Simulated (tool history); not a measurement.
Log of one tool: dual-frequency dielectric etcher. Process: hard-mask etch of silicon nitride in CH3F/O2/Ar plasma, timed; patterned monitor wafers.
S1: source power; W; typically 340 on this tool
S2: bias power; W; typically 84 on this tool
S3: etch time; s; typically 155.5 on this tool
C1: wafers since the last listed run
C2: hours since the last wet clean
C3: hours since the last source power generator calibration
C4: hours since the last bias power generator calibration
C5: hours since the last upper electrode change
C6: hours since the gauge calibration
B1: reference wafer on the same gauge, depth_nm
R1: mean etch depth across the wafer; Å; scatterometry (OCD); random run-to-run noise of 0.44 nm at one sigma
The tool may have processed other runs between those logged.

Run 1, hour 0.0: usual settings but S1 370 W, S2 68 W; C1 0; C2 253.2; C3 2740.8; C4 3527.8; C5 1778.2; C6 1787.4; B1 96.4. Result: R1 923 Å.
Run 2, hour 28.1: usual settings but S1 370 W, S2 68 W; C1 167; C2 281.3; C3 2768.9; C4 3555.9; C5 1806.3; C6 1815.5; B1 96.6. Result: R1 917 Å.
Run 3, hour 68.3: usual settings but S1 400 W; C1 239; C2 321.5; C3 2809.1; C4 3596.1; C5 1846.5; C6 1855.7; B1 96.6. Result: R1 971 Å.
At hour 192.9: source power generator calibrated.
Run 4, hour 248.2: usual settings but S1 400 W; C1 1048; C2 501.4; C3 55.3; C4 3776.0; C5 2026.4; C6 2035.6; B1 96.4. Result: R1 964 Å.
Run 5, hour 286.3: usual settings but S1 400 W; C1 227; C2 539.5; C3 93.4; C4 3814.1; C5 2064.5; C6 2073.7; B1 96.5. Result: R1 959 Å.
At hour 339.6: wet clean of the chamber.
At hour 410.4: gauge calibrated.
Run 6, hour 476.7: usual settings but S2 68 W; C1 992; C2 137.1; C3 283.8; C4 4004.5; C5 2254.9; C6 66.3; B1 96.5. Result: R1 920 Å.
At hour 494.7: bias power generator calibrated.
Run 7, hour 521.3: usual settings but S2 68 W; C1 242; C2 181.7; C3 328.4; C4 26.6; C5 2299.5; C6 110.9; B1 96.5. Result: R1 919 Å.
Run 8, hour 584.9: usual settings but S3 124.0 s; C1 379; C2 245.3; C3 392.0; C4 90.2; C5 2363.1; C6 174.5; B1 96.4. Result: R1 756 Å.
Run 9, hour 616.0: usual settings but S2 95 W, S3 172.5 s; C1 185; C2 276.4; C3 423.1; C4 121.3; C5 2394.2; C6 205.6; B1 96.5. Result: R1 1086 Å.
Run 10, hour 665.7: usual settings but S1 370 W, S3 126.5 s; C1 296; C2 326.1; C3 472.8; C4 171.0; C5 2443.9; C6 255.3; B1 96.5. Result: R1 785 Å.
At hour 747.5: upper electrode replaced.
Run 11, hour 748.0: usual settings but S1 270 W, S2 72 W, S3 123.5 s; C1 347; C2 408.4; C3 555.1; C4 253.3; C5 0.5; C6 337.6; B1 96.4. Result: R1 679 Å.
At hour 798.2: wet clean of the chamber.
Run 12, hour 798.7: usual settings; C1 159; C2 0.5; C3 605.8; C4 304.0; C5 51.2; C6 388.3; B1 96.5. Result: R1 957 Å.
Run 13, hour 817.1: usual settings but S1 380 W; C1 109; C2 18.9; C3 624.2; C4 322.4; C5 69.6; C6 406.7; B1 96.4. Result: R1 992 Å.
Run 14, hour 878.5: usual settings but S3 177.0 s; C1 366; C2 80.3; C3 685.6; C4 383.8; C5 131.0; C6 468.1; B1 96.6. Result: R1 1097 Å.
Run 15, hour 937.4: usual settings but S1 290 W, S2 98 W, S3 191.5 s; C1 351; C2 139.2; C3 744.5; C4 442.7; C5 189.9; C6 527.0; B1 96.5. Result: R1 1165 Å.
Run 16, hour 973.5: usual settings but S2 70 W; C1 215; C2 175.3; C3 780.6; C4 478.8; C5 226.0; C6 563.1; B1 96.5. Result: R1 913 Å.
Run 17, hour 1037.4: usual settings but S1 270 W, S2 93 W, S3 143.0 s; C1 380; C2 239.2; C3 844.5; C4 542.7; C5 289.9; C6 627.0; B1 96.6. Result: R1 830 Å.
Run 18, hour 1081.0: usual settings; C1 259; C2 282.8; C3 888.1; C4 586.3; C5 333.5; C6 670.6; B1 96.4. Result: R1 935 Å.
Run 19, hour 1147.0: usual settings but S3 177.0 s; C1 393; C2 348.8; C3 954.1; C4 652.3; C5 399.5; C6 736.6; B1 96.4. Result: R1 1074 Å.
Run 20, hour 1193.9: usual settings but S1 400 W, S2 79 W, S3 192.0 s; C1 279; C2 395.7; C3 1001.0; C4 699.2; C5 446.4; C6 783.5; B1 96.5. Result: R1 1190 Å.
Run 21, hour 1261.7: usual settings but S2 101 W, S3 118.5 s; C1 404; C2 463.5; C3 1068.8; C4 767.0; C5 514.2; C6 851.3; B1 96.5. Result: R1 732 Å.
Run 22, hour 1305.5: usual settings; C1 261; C2 507.3; C3 1112.6; C4 810.8; C5 558.0; C6 895.1; B1 96.5. Result: R1 919 Å.
Run 23, hour 1358.1: usual settings but S1 310 W, S2 72 W; C1 313; C2 559.9; C3 1165.2; C4 863.4; C5 610.6; C6 947.7; B1 96.3. Result: R1 872 Å.
At hour 1398.2: wet clean of the chamber.
Run 24, hour 1398.7: usual settings but S3 143.5 s; C1 98; C2 0.5; C3 1205.8; C4 904.0; C5 651.2; C6 988.3; B1 96.5. Result: R1 885 Å.
Run 25, hour 1441.5: usual settings; C1 255; C2 43.3; C3 1248.6; C4 946.8; C5 694.0; C6 1031.1; B1 96.5. Result: R1 961 Å.
Run 26, hour 1509.5: usual settings but S1 410 W; C1 405; C2 111.3; C3 1316.6; C4 1014.8; C5 762.0; C6 1099.1; B1 96.5. Result: R1 994 Å.
Run 27, hour 1536.0: usual settings; C1 158; C2 137.8; C3 1343.1; C4 1041.3; C5 788.5; C6 1125.6; B1 96.5. Result: R1 947 Å.
Run 28, hour 1573.6: usual settings but S1 310 W, S3 192.0 s; C1 224; C2 175.4; C3 1380.7; C4 1078.9; C5 826.1; C6 1163.2; B1 96.4. Result: R1 1143 Å.
Run 29, hour 1610.9: usual settings but S2 71 W, S3 179.0 s; C1 222; C2 212.7; C3 1418.0; C4 1116.2; C5 863.4; C6 1200.5; B1 96.4. Result: R1 1051 Å.

How the hidden state differs across the entries between the runs, from the last listed run before each to the first after it:
From run 3 to run 4: source power generator calibrated (hour 192.9)
  etch rate over this chamber's usual, %: -2.4 -> -3.73
  measured result minus the result with no hidden state, R1: -24 -> -37 Å
From run 5 to run 6: wet clean of the chamber (hour 339.6); gauge calibrated (hour 410.4)
  etch rate over this chamber's usual, %: -4.01 -> -0.102
  measured result minus the result with no hidden state, R1: -40 -> -1 Å
From run 6 to run 7: bias power generator calibrated (hour 494.7)
  etch rate over this chamber's usual, %: -0.102 -> -0.431
  measured result minus the result with no hidden state, R1: -1 -> -4 Å
From run 10 to run 11: upper electrode replaced (hour 747.5)
  etch rate over this chamber's usual, %: -1.49 -> -2.1
  measured result minus the result with no hidden state, R1: -12 -> -14 Å
From run 11 to run 12: wet clean of the chamber (hour 798.2)
  etch rate over this chamber's usual, %: -2.1 -> 0.216
  measured result minus the result with no hidden state, R1: -14 -> +2 Å
From run 23 to run 24: wet clean of the chamber (hour 1398.2)
  etch rate over this chamber's usual, %: -3.9 -> 0.132
  measured result minus the result with no hidden state, R1: -35 -> +1 Å

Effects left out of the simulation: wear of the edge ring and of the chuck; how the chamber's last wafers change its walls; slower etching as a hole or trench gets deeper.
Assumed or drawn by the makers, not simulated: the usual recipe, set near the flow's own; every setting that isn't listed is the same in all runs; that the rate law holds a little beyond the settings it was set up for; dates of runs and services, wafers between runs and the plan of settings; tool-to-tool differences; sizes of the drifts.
